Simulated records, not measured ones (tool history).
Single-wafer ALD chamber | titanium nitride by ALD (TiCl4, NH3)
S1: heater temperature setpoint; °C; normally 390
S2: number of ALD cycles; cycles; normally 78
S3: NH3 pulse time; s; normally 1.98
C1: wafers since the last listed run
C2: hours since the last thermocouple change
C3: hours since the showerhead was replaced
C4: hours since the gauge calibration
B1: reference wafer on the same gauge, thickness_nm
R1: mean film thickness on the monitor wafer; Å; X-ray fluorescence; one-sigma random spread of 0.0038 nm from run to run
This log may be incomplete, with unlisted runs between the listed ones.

| run | hour | S1 | S2 | S3 | C1 | C2 | C3 | C4 | B1 | R1 |
|---|---|---|---|---|---|---|---|---|---|---|
| 1 | 0 | 390 | 78 | 1.98 | 0 | 105.6 | 2377 | 227.5 | 1.317 | 15.18 |
| 2 | 104.1 | 390 | 78 | 1.98 | 417 | 209.7 | 2481.1 | 331.6 | 1.316 | 15.18 |
| 3 | 276.9 | 390 | 78 | 1.98 | 692 | 382.5 | 2653.9 | 504.4 | 1.311 | 15.1 |
| 4 | 336 | 390 | 78 | 1.98 | 236 | 441.6 | 2713 | 563.5 | 1.309 | 15.19 |
| 5 | 403.8 | 390 | 78 | 1.98 | 271 | 509.4 | 2780.8 | 631.3 | 1.306 | 15.02 |
| 6 | 466.9 | 390 | 78 | 1.98 | 253 | 572.5 | 2843.9 | 694.4 | 1.306 | 15.03 |
| 7 | 525 | 390 | 78 | 1.98 | 232 | 630.6 | 2902 | 752.5 | 1.305 | 15.07 |
| 8 | 573.9 | 390 | 78 | 1.98 | 196 | 679.5 | 2950.9 | 801.4 | 1.304 | 15.02 |
| 9 | 681.1 | 390 | 78 | 1.98 | 429 | 786.7 | 3058.1 | 908.6 | 1.301 | 15 |
| 10 | 733 | 400 | 78 | 2.28 | 208 | 838.6 | 3110 | 960.5 | 1.3 | 15.19 |
| 11 | 798.5 | 377 | 62 | 1.98 | 262 | 904.1 | 3175.5 | 1026 | 1.299 | 11.81 |
| 12 | 878.7 | 398 | 88 | 1.98 | 321 | 984.3 | 3255.7 | 1106.2 | 1.298 | 16.96 |
| 13 | 949.8 | 386 | 78 | 1.98 | 285 | 1055.4 | 3326.8 | 1177.3 | 1.297 | 14.87 |
|  | 986.4 | showerhead replaced |
| 14 | 1027.7 | 384 | 90 | 1.32 | 280 | 1133.3 | 41.3 | 1255.2 | 1.293 | 16.96 |
|  | 1141.3 | thermocouple changed; heater temperature recalibrated |
| 15 | 1141.8 | 390 | 78 | 1.98 | 425 | 0.5 | 155.4 | 1369.3 | 1.291 | 14.92 |
|  | 1143.1 | gauge calibrated |
| 16 | 1233.4 | 384 | 78 | 2.67 | 367 | 92.1 | 247 | 90.3 | 1.318 | 15.28 |

What will run 17 give?
| 17 | 1306.7 | 390 | 78 | 1.98 | 293 | 165.4 | 320.3 | 163.6 | ? | ? |

{"run 17": {"B1": 1.318, "R1": 15.18}}
Were there no unlogged condition in the tool, this run, its random variation unchanged, would have produced R1 15.21 Å.

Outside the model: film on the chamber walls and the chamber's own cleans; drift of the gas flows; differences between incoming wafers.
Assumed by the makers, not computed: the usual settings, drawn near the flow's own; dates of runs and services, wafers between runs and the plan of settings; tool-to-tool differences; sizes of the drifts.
